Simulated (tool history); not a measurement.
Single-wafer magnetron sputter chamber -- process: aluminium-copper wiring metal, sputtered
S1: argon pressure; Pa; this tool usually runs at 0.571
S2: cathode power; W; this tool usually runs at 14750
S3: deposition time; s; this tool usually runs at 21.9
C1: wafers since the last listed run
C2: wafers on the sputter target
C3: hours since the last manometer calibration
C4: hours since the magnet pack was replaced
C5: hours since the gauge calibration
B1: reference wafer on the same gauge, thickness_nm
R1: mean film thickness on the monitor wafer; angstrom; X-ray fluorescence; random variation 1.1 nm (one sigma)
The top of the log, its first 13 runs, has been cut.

run     day     S1     S2    S3    C1    C2      C3      C4      C5       B1       R1
 14  41.908  0.571  14750  21.9   850  4337  3157.9   348.6  1409.0  502.087  5725.61
 15  43.883  0.571  14750  21.9   918  5255  3205.3   396.0  1456.4  501.820  5682.89
 16  45.033  0.571  14750  21.9   534  5789  3232.9   423.6  1484.0  501.909  5715.58
 17  47.646  0.571  17450  23.5  1214  7004  3295.6   486.3  1546.7  502.006  7200.29
     48.196  -- capacitance manometer re-zeroed and calibrated
     50.825  -- gauge calibrated
     51.696  -- sputter target and shields replaced
 18  52.433  0.571  14750  21.9  1915   342   101.7   601.2    38.6  502.113  5510.98
 19  53.629  0.709  17600  21.9   555   898   130.4   629.9    67.3  501.945  6052.62
 20  56.488  0.756  11750  24.7  1328  2227   199.0   698.5   135.9  502.173  4479.93
 21  58.421  0.764  14750  19.7   898  3125   245.4   744.9   182.3  501.721  4444.98
 22  59.742  0.728  12800  21.9   613  3739   277.1   776.6   214.0  501.308  4385.52
 23  61.488  0.571  14750  21.9   811  4551   319.0   818.5   255.9  501.991  5517.02
 24  64.054  0.503  14750  19.3  1193  5744   380.6   880.1   317.5  501.717  5048.05
 25  66.679  0.401  16350  17.6  1220  6964   443.6   943.1   380.5  502.201  5399.21
     68.475  -- sputter target and shields replaced
 26  68.808  0.571  17900  21.9   834   155   494.7   994.2   431.6  502.194  6711.67
 27  75.242  0.571  13600  21.9  2990  3146   649.1  1148.6   586.0  502.341  5144.35
 28  76.508  0.744  14750  19.5   588  3734   679.5  1179.0   616.4  502.072  4511.35
 29  78.350  0.571  14750  21.9   856  4591   723.7  1223.2   660.6  501.236  5571.82
 30  80.354  0.571  14750  17.8   931  5522   771.8  1271.3   708.7  501.907  4531.71
 31  83.071  0.396  14750  21.9  1262  6785   837.0  1336.5   773.9  501.348  6130.73
 32  85.750  0.452  17100  20.2  1245  8030   901.3  1400.8   838.2  501.825  6286.40
     86.171  -- sputter target and shields replaced
 33  87.296  0.571  12400  21.9   563   523   938.4  1437.9   875.3  502.412  4722.80
 34  88.650  0.571  14750  23.7   629  1153   970.9  1470.4   907.8  502.181  6054.28

Each row is a separate what-if for the run after 34, all from the same tool condition, not one after another. Results?
  A  88.667  0.415  14750  21.9   7  1161  971.3  1470.8  908.2   ?   ?
  B  88.667  0.571  12250  21.9   7  1161  971.3  1470.8  908.2   ?   ?
  C  88.667  0.482  12550  19.2   7  1161  971.3  1470.8  908.2   ?   ?
  D  88.667  0.396  14750  23.7   7  1161  971.3  1470.8  908.2   ?   ?

run       B1       R1
  A  502.134  6136.96
  B  502.134  4690.79
  C  502.134  4425.95
  D  502.134  6714.60
With no hidden state in the tool, these same runs would have given:
run       R1
  A  6056.07
  B  4601.25
  C  4356.11
  D  6631.15

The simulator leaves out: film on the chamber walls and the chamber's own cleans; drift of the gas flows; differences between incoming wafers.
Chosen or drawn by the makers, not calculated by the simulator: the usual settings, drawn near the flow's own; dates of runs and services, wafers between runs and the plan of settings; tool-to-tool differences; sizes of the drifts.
